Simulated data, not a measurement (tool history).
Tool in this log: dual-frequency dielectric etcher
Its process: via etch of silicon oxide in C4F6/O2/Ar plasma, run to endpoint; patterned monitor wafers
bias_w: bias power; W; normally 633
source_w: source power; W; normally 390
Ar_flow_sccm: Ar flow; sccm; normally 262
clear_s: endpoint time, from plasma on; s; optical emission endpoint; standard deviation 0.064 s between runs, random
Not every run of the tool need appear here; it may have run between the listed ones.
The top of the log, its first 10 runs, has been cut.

run,hour,bias_w,source_w,Ar_flow_sccm,wafers since the last listed run,hours since the last wet clean,hours since the last bias power generator calibration,hours since the last source power generator calibration,hours since the last Ar flow controller change,hours since the last upper electrode change,"incoming incoming film thickness, nm",clear_s
11,133.5,633,390,262,121,407.0,4625.8,4165.5,43.3,3941.3,106.1,22.0
12,144.2,633,390,262,99,417.7,4636.5,4176.2,54.0,3952.0,106.3,21.9
13,153.1,633,390,262,82,426.6,4645.4,4185.1,62.9,3960.9,106.9,22.2
# hour 168.4: bias power generator calibrated
14,170.6,633,390,262,125,444.1,2.2,4202.6,80.4,3978.4,107.4,22.2
15,185.0,633,290,240,133,458.5,16.6,4217.0,94.8,3992.8,106.2,24.9
# hour 211.1: source power generator calibrated
# hour 212.1: wet clean of the chamber
16,212.6,734,480,313,210,0.5,44.2,1.5,122.4,4020.4,106.7,18.8
17,212.9,633,430,262,2,0.8,44.5,1.8,122.7,4020.7,106.4,20.6
18,216.2,589,390,221,30,4.1,47.8,5.1,126.0,4024.0,105.8,21.6
19,223.0,633,390,262,63,10.9,54.6,11.9,132.8,4030.8,104.6,21.1
20,237.3,494,450,243,132,25.2,68.9,26.2,147.1,4045.1,107.2,22.4
21,250.7,751,430,262,124,38.6,82.3,39.6,160.5,4058.5,106.4,19.2
# hour 275.5: upper electrode replaced
22,276.0,786,460,285,12,63.9,107.6,64.9,185.8,0.5,105.6,18.5

Expected results for the next run?
23,276.3,555,480,231,2,64.2,107.9,65.2,186.1,0.8,106.0,?

{"run 23": {"clear_s": 20.6}}
The same run, on a tool lacking any hidden state, would have yielded clear_s 20.5 s.

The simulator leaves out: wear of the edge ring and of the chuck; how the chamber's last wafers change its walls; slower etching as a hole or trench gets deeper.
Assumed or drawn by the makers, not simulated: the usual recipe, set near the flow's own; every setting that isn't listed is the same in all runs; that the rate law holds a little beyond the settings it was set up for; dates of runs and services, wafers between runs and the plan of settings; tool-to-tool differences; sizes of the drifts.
